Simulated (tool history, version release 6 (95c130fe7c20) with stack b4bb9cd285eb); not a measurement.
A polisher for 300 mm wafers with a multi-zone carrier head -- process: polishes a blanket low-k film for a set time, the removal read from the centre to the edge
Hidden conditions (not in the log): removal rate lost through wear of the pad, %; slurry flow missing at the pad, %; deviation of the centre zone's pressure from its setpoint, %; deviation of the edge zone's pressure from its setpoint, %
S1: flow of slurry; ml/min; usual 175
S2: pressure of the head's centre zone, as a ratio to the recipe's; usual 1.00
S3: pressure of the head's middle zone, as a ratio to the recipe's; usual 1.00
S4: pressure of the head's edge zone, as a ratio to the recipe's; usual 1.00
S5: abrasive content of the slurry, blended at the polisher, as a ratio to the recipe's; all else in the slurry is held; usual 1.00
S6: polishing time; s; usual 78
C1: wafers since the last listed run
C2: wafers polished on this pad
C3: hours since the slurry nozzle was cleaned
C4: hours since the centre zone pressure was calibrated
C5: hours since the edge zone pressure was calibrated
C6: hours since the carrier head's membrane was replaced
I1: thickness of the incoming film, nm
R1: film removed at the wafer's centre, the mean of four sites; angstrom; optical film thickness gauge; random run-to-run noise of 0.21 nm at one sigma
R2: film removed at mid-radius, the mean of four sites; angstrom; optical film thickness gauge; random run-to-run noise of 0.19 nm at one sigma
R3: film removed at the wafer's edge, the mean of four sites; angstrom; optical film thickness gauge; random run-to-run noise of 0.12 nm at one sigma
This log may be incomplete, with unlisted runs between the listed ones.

run   hour   S1    S2    S3    S4    S5  S6    C1    C2     C3     C4     C5     C6     I1   R1   R2   R3
  1    0.0  175  0.96  1.00  1.00  1.00  78     0  1894  127.2  189.7  301.2  305.7  771.2  203  201  196
  2   34.1  175  0.96  1.00  1.00  1.00  78   301  2195  161.3  223.8  335.3  339.8  765.3  201  197  197
  3   95.4  175  0.96  1.00  1.00  1.00  78   542  2737  222.6  285.1  396.6  401.1  765.4  205  200  196
  4  120.7  175  1.08  1.08  1.10  1.00  78   223  2961  247.9  310.4  421.9  426.4  784.3  226  214  205
     143.2  -- worn pad replaced by a new one
  5  185.2  175  1.00  1.00  1.00  1.00  68   534   371  312.4  374.9  486.4  490.9  780.5  190  172  171
  6  247.6  175  1.00  1.00  1.00  1.00  78   551   923  374.8  437.3  548.8  553.3  769.0  218  201  196
  7  278.7  175  1.00  1.00  1.00  1.00  78   275  1198  405.9  468.4  579.9  584.4  769.1  216  200  196
     315.2  -- slurry nozzle cleaned
  8  452.1  175  1.00  1.00  1.00  1.25  78  1524  2722  136.9  641.8  753.3  757.8  766.6  239  220  213
     475.1  -- edge zone pressure recalibrated
  9  517.3  175  1.00  1.00  1.07  1.00  78   558  3281  202.1  707.0   42.2  823.0  771.0  219  201  203
     537.1  -- carrier head's membrane replaced by a new one
 10  556.7  150  1.00  1.00  1.00  1.00  78   304  3585  241.5  746.4   81.6   19.6  761.3  211  195  192
     561.3  -- worn pad replaced by a new one
 11  610.3  175  1.00  1.00  1.00  1.00  78   438   432  295.1  800.0  135.2   73.2  776.9  219  198  195
     618.2  -- centre zone pressure recalibrated
 12  680.0  175  1.11  1.00  1.00  1.20  78   598  1031  364.8   61.8  204.9  142.9  765.8  241  209  209
 13  745.9  235  1.00  1.00  1.00  1.00  78   582  1614  430.7  127.7  270.8  208.8  775.0  220  207  202
     766.3  -- slurry nozzle cleaned
 14  799.4  175  1.04  1.00  1.00  1.00  78   464  2078   33.1  181.2  324.3  262.3  780.4  222  199  196
 15  867.9  175  1.00  1.00  0.97  1.00  78   605  2684  101.6  249.7  392.8  330.8  774.0  218  199  193
 16  912.1  115  1.07  1.00  1.00  1.00  71   390  3075  145.8  293.9  437.0  375.0  765.6  187  165  166

What will run 17 give?
 17  964.1  175  1.00  1.00  1.00  1.00  78  459  3535  197.8  345.9  489.0  427.0  761.9   ?   ?   ?

R1: 221 angstrom
R2: 200 angstrom
R3: 196 angstrom
The same run, on a tool lacking any hidden state, would have yielded R1 200 angstrom, R2 200 angstrom, R3 196 angstrom.

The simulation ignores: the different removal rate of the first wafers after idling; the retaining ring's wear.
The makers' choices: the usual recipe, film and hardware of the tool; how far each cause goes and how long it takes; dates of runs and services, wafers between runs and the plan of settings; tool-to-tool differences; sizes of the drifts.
